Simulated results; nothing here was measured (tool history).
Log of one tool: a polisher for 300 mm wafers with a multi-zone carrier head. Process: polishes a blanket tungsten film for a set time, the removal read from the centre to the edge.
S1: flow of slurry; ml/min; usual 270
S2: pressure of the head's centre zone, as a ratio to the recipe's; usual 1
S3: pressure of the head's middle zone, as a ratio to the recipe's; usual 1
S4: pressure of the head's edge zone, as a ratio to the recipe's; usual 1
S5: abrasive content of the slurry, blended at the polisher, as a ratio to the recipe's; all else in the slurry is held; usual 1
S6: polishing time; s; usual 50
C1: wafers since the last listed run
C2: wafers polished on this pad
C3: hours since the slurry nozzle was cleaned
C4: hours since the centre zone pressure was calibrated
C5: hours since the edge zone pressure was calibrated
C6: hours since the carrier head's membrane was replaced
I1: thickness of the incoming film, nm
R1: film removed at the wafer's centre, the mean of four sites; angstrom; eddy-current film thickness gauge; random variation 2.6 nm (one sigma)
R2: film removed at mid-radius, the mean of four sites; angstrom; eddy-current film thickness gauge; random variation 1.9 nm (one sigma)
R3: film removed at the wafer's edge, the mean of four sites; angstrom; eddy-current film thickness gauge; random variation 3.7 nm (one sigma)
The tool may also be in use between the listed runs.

{"run": 1, "hour": 0.0, "S1": 270, "S2": 1, "S3": 1, "S4": 1.04, "S5": 1, "S6": 37, "C1": 0, "C2": 308, "C3": 669.8, "C4": 531.4, "C5": 936, "C6": 1187.8, "I1": 1511.6, "R1": 1700, "R2": 1732, "R3": 1765}
{"hour": 8.3, "done": "centre zone pressure recalibrated"}
{"run": 2, "hour": 69.3, "S1": 270, "S2": 0.97, "S3": 1, "S4": 1, "S5": 1, "S6": 50, "C1": 721, "C2": 1030, "C3": 739.1, "C4": 61, "C5": 1005.3, "C6": 1257.1, "I1": 1531.3, "R1": 2182, "R2": 2309, "R3": 2311}
{"hour": 94.4, "done": "slurry nozzle cleaned"}
{"run": 3, "hour": 106.0, "S1": 270, "S2": 1, "S3": 1, "S4": 1, "S5": 1, "S6": 50, "C1": 382, "C2": 1413, "C3": 11.6, "C4": 97.7, "C5": 1042, "C6": 1293.8, "I1": 1530.5, "R1": 2561, "R2": 2491, "R3": 2509}
{"run": 4, "hour": 134.4, "S1": 270, "S2": 1, "S3": 1, "S4": 0.94, "S5": 1, "S6": 59, "C1": 304, "C2": 1717, "C3": 40, "C4": 126.1, "C5": 1070.4, "C6": 1322.2, "I1": 1522.5, "R1": 2940, "R2": 2940, "R3": 2876}
{"run": 5, "hour": 188.5, "S1": 270, "S2": 1, "S3": 1, "S4": 0.94, "S5": 1, "S6": 59, "C1": 579, "C2": 2297, "C3": 94.1, "C4": 180.2, "C5": 1124.5, "C6": 1376.3, "I1": 1534, "R1": 2962, "R2": 2924, "R3": 2761}
{"run": 6, "hour": 235.2, "S1": 270, "S2": 1, "S3": 1, "S4": 1, "S5": 1, "S6": 50, "C1": 500, "C2": 2798, "C3": 140.8, "C4": 226.9, "C5": 1171.2, "C6": 1423, "I1": 1529.3, "R1": 2498, "R2": 2472, "R3": 2426}
{"hour": 254.4, "done": "worn pad replaced by a new one"}
{"run": 7, "hour": 306.6, "S1": 270, "S2": 1, "S3": 1, "S4": 1, "S5": 1, "S6": 50, "C1": 722, "C2": 559, "C3": 212.2, "C4": 298.3, "C5": 1242.6, "C6": 1494.4, "I1": 1492, "R1": 2430, "R2": 2446, "R3": 2475}
{"run": 8, "hour": 344.2, "S1": 270, "S2": 1, "S3": 1, "S4": 1, "S5": 1, "S6": 32, "C1": 403, "C2": 962, "C3": 249.8, "C4": 335.9, "C5": 1280.2, "C6": 1532, "I1": 1501.7, "R1": 1565, "R2": 1584, "R3": 1569}
{"run": 9, "hour": 371.3, "S1": 340, "S2": 1, "S3": 1, "S4": 1.1, "S5": 1.1, "S6": 50, "C1": 290, "C2": 1253, "C3": 276.9, "C4": 363, "C5": 1307.3, "C6": 1559.1, "I1": 1518.1, "R1": 2581, "R2": 2581, "R3": 2606}
{"hour": 396.5, "done": "carrier head's membrane replaced by a new one"}
{"run": 10, "hour": 408.0, "S1": 270, "S2": 1, "S3": 1, "S4": 1, "S5": 0.9, "S6": 50, "C1": 339, "C2": 1593, "C3": 313.6, "C4": 399.7, "C5": 1344, "C6": 11.5, "I1": 1513.2, "R1": 2356, "R2": 2402, "R3": 2418}
{"hour": 445.9, "done": "edge zone pressure recalibrated"}
{"run": 11, "hour": 469.7, "S1": 270, "S2": 0.88, "S3": 1.06, "S4": 0.96, "S5": 1, "S6": 59, "C1": 639, "C2": 2233, "C3": 375.3, "C4": 461.4, "C5": 23.8, "C6": 73.2, "I1": 1504, "R1": 2549, "R2": 3012, "R3": 2776}
{"run": 12, "hour": 514.6, "S1": 310, "S2": 1, "S3": 0.94, "S4": 1, "S5": 1, "S6": 50, "C1": 481, "C2": 2714, "C3": 420.2, "C4": 506.3, "C5": 68.7, "C6": 118.1, "I1": 1533.2, "R1": 2454, "R2": 2333, "R3": 2468}
{"run": 13, "hour": 554.8, "S1": 350, "S2": 0.92, "S3": 1, "S4": 1.06, "S5": 0.8, "S6": 50, "C1": 430, "C2": 3145, "C3": 460.4, "C4": 546.5, "C5": 108.9, "C6": 158.3, "I1": 1485.6, "R1": 2161, "R2": 2403, "R3": 2384}
{"run": 14, "hour": 591.8, "S1": 270, "S2": 1, "S3": 1, "S4": 1, "S5": 1, "S6": 32, "C1": 396, "C2": 3542, "C3": 497.4, "C4": 583.5, "C5": 145.9, "C6": 195.3, "I1": 1493.3, "R1": 1524, "R2": 1517, "R3": 1553}
{"hour": 608.2, "done": "worn pad replaced by a new one"}
{"run": 15, "hour": 617.3, "S1": 195, "S2": 0.94, "S3": 1, "S4": 1, "S5": 1, "S6": 50, "C1": 230, "C2": 97, "C3": 522.9, "C4": 609, "C5": 171.4, "C6": 220.8, "I1": 1536.2, "R1": 2040, "R2": 2211, "R3": 2281}
{"hour": 664.1, "done": "centre zone pressure recalibrated"}
{"hour": 703.7, "done": "slurry nozzle cleaned"}
{"run": 16, "hour": 753.7, "S1": 235, "S2": 0.9, "S3": 1, "S4": 0.9, "S5": 1.1, "S6": 50, "C1": 1430, "C2": 1527, "C3": 50, "C4": 89.6, "C5": 307.8, "C6": 357.2, "I1": 1526.6, "R1": 2287, "R2": 2497, "R3": 2381}
{"run": 17, "hour": 814.1, "S1": 270, "S2": 1, "S3": 1.09, "S4": 1.08, "S5": 1, "S6": 50, "C1": 647, "C2": 2174, "C3": 110.4, "C4": 150, "C5": 368.2, "C6": 417.6, "I1": 1522.2, "R1": 2495, "R2": 2692, "R3": 2537}
{"run": 18, "hour": 884.7, "S1": 270, "S2": 1, "S3": 1, "S4": 1, "S5": 1, "S6": 50, "C1": 756, "C2": 2931, "C3": 181, "C4": 220.6, "C5": 438.8, "C6": 488.2, "I1": 1511.6, "R1": 2463, "R2": 2510, "R3": 2472}
{"hour": 913.0, "done": "worn pad replaced by a new one"}
{"run": 19, "hour": 933.0, "S1": 270, "S2": 0.89, "S3": 1, "S4": 1.08, "S5": 1, "S6": 50, "C1": 474, "C2": 214, "C3": 229.3, "C4": 268.9, "C5": 487.1, "C6": 536.5, "I1": 1512.9, "R1": 2194, "R2": 2445, "R3": 2568}
{"run": 20, "hour": 1000.2, "S1": 270, "S2": 1, "S3": 0.89, "S4": 1, "S5": 1, "S6": 65, "C1": 720, "C2": 934, "C3": 296.5, "C4": 336.1, "C5": 554.3, "C6": 603.7, "I1": 1520.6, "R1": 3251, "R2": 2907, "R3": 3152}

Forecast each of these 5 alternatives for the next run:
{"run": "A", "hour": 1000.6, "S1": 270, "S2": 1, "S3": 1, "S4": 1, "S5": 1, "S6": 50, "C1": 4, "C2": 939, "C3": 296.9, "C4": 336.5, "C5": 554.7, "C6": 604.1, "I1": 1502.7, "R1": "?", "R2": "?", "R3": "?"}
{"run": "B", "hour": 1000.6, "S1": 270, "S2": 1, "S3": 1, "S4": 1, "S5": 0.85, "S6": 50, "C1": 4, "C2": 939, "C3": 296.9, "C4": 336.5, "C5": 554.7, "C6": 604.1, "I1": 1502.7, "R1": "?", "R2": "?", "R3": "?"}
{"run": "C", "hour": 1000.6, "S1": 270, "S2": 0.91, "S3": 1.1, "S4": 1, "S5": 0.8, "S6": 50, "C1": 4, "C2": 939, "C3": 296.9, "C4": 336.5, "C5": 554.7, "C6": 604.1, "I1": 1502.7, "R1": "?", "R2": "?", "R3": "?"}
{"run": "D", "hour": 1000.6, "S1": 330, "S2": 1, "S3": 1, "S4": 1, "S5": 0.8, "S6": 50, "C1": 4, "C2": 939, "C3": 296.9, "C4": 336.5, "C5": 554.7, "C6": 604.1, "I1": 1502.7, "R1": "?", "R2": "?", "R3": "?"}
{"run": "E", "hour": 1000.6, "S1": 295, "S2": 1, "S3": 1, "S4": 1, "S5": 1, "S6": 50, "C1": 4, "C2": 939, "C3": 296.9, "C4": 336.5, "C5": 554.7, "C6": 604.1, "I1": 1502.7, "R1": "?", "R2": "?", "R3": "?"}

run=A R1=2517 R2=2465 R3=2480
run=B R1=2437 R2=2387 R3=2401
run=C R1=2192 R2=2559 R3=2370
run=D R1=2480 R2=2422 R3=2421
run=E R1=2552 R2=2496 R3=2503
Without the tool's hidden state the same runs would have given:
run=A R1=2592 R2=2531 R3=2530
run=B R1=2510 R2=2450 R3=2449
run=C R1=2257 R2=2627 R3=2418
run=D R1=2539 R2=2473 R3=2460
run=E R1=2621 R2=2556 R3=2549
